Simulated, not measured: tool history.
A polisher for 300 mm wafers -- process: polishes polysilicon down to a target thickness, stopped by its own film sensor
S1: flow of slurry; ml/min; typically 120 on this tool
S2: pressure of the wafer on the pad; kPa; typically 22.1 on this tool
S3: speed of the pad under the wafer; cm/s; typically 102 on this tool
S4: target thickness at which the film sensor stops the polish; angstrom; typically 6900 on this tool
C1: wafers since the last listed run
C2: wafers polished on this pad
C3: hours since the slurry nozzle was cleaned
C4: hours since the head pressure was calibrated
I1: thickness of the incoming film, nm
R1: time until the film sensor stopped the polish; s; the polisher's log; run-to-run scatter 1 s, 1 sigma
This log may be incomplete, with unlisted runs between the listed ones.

| run | day | S1 | S2 | S3 | S4 | C1 | C2 | C3 | C4 | I1 | R1 |
|---|---|---|---|---|---|---|---|---|---|---|---|
| 1 | 0 | 120 | 22.1 | 102 | 6900 | 0 | 310 | 412.7 | 178.7 | 1289.4 | 54.9 |
|  | 0.338 | slurry nozzle cleaned |
| 2 | 0.638 | 120 | 22.1 | 102 | 6900 | 122 | 433 | 7.2 | 194 | 1265.2 | 52.1 |
| 3 | 1.575 | 120 | 22.1 | 102 | 6900 | 193 | 627 | 29.7 | 216.5 | 1252.1 | 47.8 |
| 4 | 2.733 | 120 | 22.1 | 102 | 6900 | 239 | 866 | 57.5 | 244.3 | 1267.1 | 48.9 |
| 5 | 3.967 | 120 | 22.1 | 102 | 6900 | 254 | 1120 | 87.1 | 273.9 | 1249.4 | 49.8 |
| 6 | 4.958 | 120 | 22.1 | 102 | 6900 | 204 | 1325 | 110.9 | 297.7 | 1241.3 | 46.8 |
| 7 | 6.258 | 120 | 22.1 | 102 | 6900 | 268 | 1593 | 142.1 | 328.9 | 1274.9 | 49.9 |
| 8 | 7.088 | 135 | 22.1 | 102 | 6900 | 171 | 1764 | 162 | 348.8 | 1272.7 | 48.7 |
| 9 | 8.204 | 120 | 22.1 | 102 | 6900 | 230 | 1995 | 188.8 | 375.6 | 1248.2 | 48.4 |
|  | 8.558 | worn pad replaced by a new one |
| 10 | 9.679 | 120 | 22.1 | 102 | 6900 | 270 | 230 | 224.2 | 411 | 1265.3 | 49 |
| 11 | 10.483 | 120 | 22.1 | 102 | 6900 | 165 | 396 | 243.5 | 430.3 | 1268.1 | 48.5 |
| 12 | 11.342 | 120 | 22.1 | 102 | 6330 | 177 | 574 | 264.1 | 450.9 | 1261.9 | 52.2 |
|  | 11.471 | head pressure recalibrated |
| 13 | 12.662 | 120 | 22.1 | 102 | 6330 | 255 | 829 | 295.8 | 28.6 | 1283 | 58.3 |
|  | 13.95 | slurry nozzle cleaned |
| 14 | 14.054 | 120 | 22.1 | 102 | 6900 | 278 | 1108 | 2.5 | 62 | 1264 | 53.3 |
| 15 | 15.383 | 120 | 22.1 | 102 | 6900 | 274 | 1382 | 34.4 | 93.9 | 1265.4 | 51.4 |
| 16 | 16.679 | 135 | 22.1 | 82 | 7850 | 267 | 1649 | 65.5 | 125 | 1264.5 | 51.8 |
| 17 | 17.925 | 120 | 22.1 | 102 | 6900 | 257 | 1906 | 95.4 | 154.9 | 1275 | 54 |
|  | 18.808 | worn pad replaced by a new one |
| 18 | 19.042 | 120 | 29 | 102 | 6900 | 196 | 48 | 122.2 | 181.7 | 1260.8 | 43.4 |
| 19 | 20.35 | 120 | 22.1 | 102 | 5280 | 270 | 318 | 153.6 | 213.1 | 1291.6 | 71.2 |
| 20 | 21.079 | 105 | 22.1 | 102 | 6900 | 150 | 468 | 171.1 | 230.6 | 1274 | 54.2 |
| 21 | 21.658 | 90 | 28.3 | 118 | 6330 | 119 | 588 | 185 | 244.5 | 1253.8 | 44.9 |
| 22 | 23.088 | 85 | 22.1 | 102 | 5950 | 294 | 883 | 219.3 | 278.8 | 1258.9 | 64.5 |
| 23 | 23.646 | 120 | 22.1 | 102 | 6900 | 115 | 998 | 232.7 | 292.2 | 1261.2 | 50.9 |
| 24 | 24.754 | 90 | 24.8 | 102 | 7800 | 228 | 1227 | 259.3 | 318.8 | 1255.5 | 41.6 |
| 25 | 25.821 | 120 | 22.1 | 102 | 8790 | 220 | 1447 | 284.9 | 344.4 | 1271.9 | 34.5 |
| 26 | 27.092 | 100 | 22.1 | 66 | 8660 | 262 | 1709 | 315.4 | 374.9 | 1245.9 | 47.7 |
|  | 28 | slurry nozzle cleaned |
| 27 | 28.525 | 120 | 22.1 | 136 | 6900 | 287 | 1997 | 12.6 | 409.3 | 1287.8 | 40.5 |
|  | 28.883 | worn pad replaced by a new one |
| 28 | 29.258 | 145 | 22.1 | 136 | 6900 | 116 | 77 | 30.2 | 426.9 | 1255.9 | 36.4 |
| 29 | 29.792 | 120 | 22.1 | 126 | 6900 | 110 | 187 | 43 | 439.7 | 1253.6 | 40 |
| 30 | 31.038 | 85 | 15.2 | 138 | 6900 | 257 | 444 | 72.9 | 469.6 | 1269.7 | 50.6 |
|  | 31.15 | head pressure recalibrated |
| 31 | 31.954 | 120 | 22.1 | 102 | 6900 | 171 | 616 | 94.9 | 19.3 | 1276.4 | 51.9 |
| 32 | 32.571 | 120 | 22.1 | 90 | 6900 | 127 | 744 | 109.7 | 34.1 | 1289.3 | 58.4 |
| 33 | 33.917 | 100 | 25.5 | 102 | 6900 | 277 | 1021 | 142 | 66.4 | 1282.9 | 52 |
| 34 | 35.188 | 120 | 22.1 | 102 | 4880 | 262 | 1284 | 172.5 | 96.9 | 1249.8 | 68.7 |
| 35 | 35.896 | 120 | 22.1 | 102 | 6900 | 146 | 1430 | 189.5 | 113.9 | 1273 | 55 |
| 36 | 37.138 | 155 | 20 | 122 | 6900 | 256 | 1686 | 219.3 | 143.7 | 1285.5 | 47.3 |
|  | 40.333 | worn pad replaced by a new one |
| 37 | 40.696 | 120 | 22.1 | 102 | 5180 | 700 | 74 | 304.7 | 229.1 | 1290.1 | 70.4 |

Consider 4 possible next runs. They are alternatives, not a sequence: every one starts from the tool as it was left by run 37. What does each give?
| A | 40.712 | 120 | 24.8 | 102 | 6900 | 3 | 77 | 305.1 | 229.5 | 1285.8 | ? |
| B | 40.712 | 105 | 25.5 | 122 | 6900 | 3 | 77 | 305.1 | 229.5 | 1285.8 | ? |
| C | 40.712 | 120 | 22.1 | 122 | 6900 | 3 | 77 | 305.1 | 229.5 | 1285.8 | ? |
| D | 40.712 | 135 | 20 | 132 | 6900 | 3 | 77 | 305.1 | 229.5 | 1285.8 | ? |

| run | R1 |
|---|---|
| A | 49.6 |
| B | 43.2 |
| C | 46 |
| D | 44.7 |
The same runs, with their run-to-run variation unchanged, on a tool lacking any hidden condition would have given:
| run | R1 |
|---|---|
| A | 50.7 |
| B | 44.2 |
| C | 47.1 |
| D | 45.7 |
